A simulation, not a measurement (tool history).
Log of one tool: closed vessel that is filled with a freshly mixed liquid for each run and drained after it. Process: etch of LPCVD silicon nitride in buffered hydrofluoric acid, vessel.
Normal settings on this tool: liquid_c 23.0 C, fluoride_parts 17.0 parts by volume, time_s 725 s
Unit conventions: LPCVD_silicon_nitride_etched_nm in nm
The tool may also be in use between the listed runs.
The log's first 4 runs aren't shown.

run	day	liquid_c	fluoride_parts	time_s	wafers since the last listed run	hours since the thermometer was replaced	hours since the hydrofluoric acid flow meter was replaced	hours since the gauge calibration	read-back film thickness of the LPCVD silicon nitride reference wafer, read on the same gauge (nm)	LPCVD_silicon_nitride_etched_nm
5	8.379	23.0	19.5	725	1457	1436.2	983.1	809.3	30.01	4.60
6	12.129	23.0	19.5	725	3479	1526.2	1073.1	899.3	30.00	4.55
7	16.708	23.0	15.5	725	4248	1636.1	1183.0	1009.2	30.00	5.69
8	17.817	23.0	17.0	425	1028	1662.7	1209.6	1035.8	30.00	3.07
9	19.471	23.0	17.0	725	1534	1702.4	1249.3	1075.5	30.01	5.23
10	20.533	23.0	17.0	725	985	1727.9	1274.8	1101.0	30.02	5.24
11	22.633	23.0	17.0	490	1948	1778.3	1325.2	1151.4	29.99	3.52
12	25.342	23.0	17.0	400	2512	1843.3	1390.2	1216.4	30.01	2.88
13	27.688	23.0	17.0	400	2176	1899.6	1446.5	1272.7	30.00	2.88
14	30.067	23.0	17.0	400	2207	1956.7	1503.6	1329.8	30.00	2.90
15	32.908	21.0	22.5	725	2636	2024.9	1571.8	1398.0	30.02	3.66
16	35.821	23.0	17.0	725	2702	2094.8	1641.7	1467.9	29.99	5.25
17	36.842	26.0	21.0	385	947	2119.3	1666.2	1492.4	29.98	2.72
# day 38.125: hydrofluoric acid flow meter replaced
18	38.767	26.5	21.5	315	1747	2165.5	15.4	1538.6	30.01	2.24
19	41.475	20.0	17.0	725	2512	2230.5	80.4	1603.6	29.98	4.46
20	42.633	18.0	17.0	725	1074	2258.3	108.2	1631.4	30.00	3.95
21	45.175	27.0	14.5	1005	2358	2319.3	169.2	1692.4	29.99	10.58
# day 46.133: gauge calibrated
22	47.242	18.5	19.5	875	1917	2368.9	218.8	26.6	29.99	4.28
23	48.412	23.0	15.0	590	1086	2397.0	246.9	54.7	30.01	4.80
# day 48.908: thermometer replaced
24	51.396	23.0	12.0	1105	2729	59.7	318.5	126.3	30.00	11.24

For run 25, what comes out?
25	53.371	23.0	17.0	420	1832	107.1	365.9	173.7	?	?

read-back film thickness of the LPCVD silicon nitride reference wafer, read on the same gauge (nm): 30.00
LPCVD_silicon_nitride_etched_nm: 3.02 nm
With the hidden condition absent and the run-to-run variation left alone, this run would have shown LPCVD_silicon_nitride_etched_nm 3.02 nm.

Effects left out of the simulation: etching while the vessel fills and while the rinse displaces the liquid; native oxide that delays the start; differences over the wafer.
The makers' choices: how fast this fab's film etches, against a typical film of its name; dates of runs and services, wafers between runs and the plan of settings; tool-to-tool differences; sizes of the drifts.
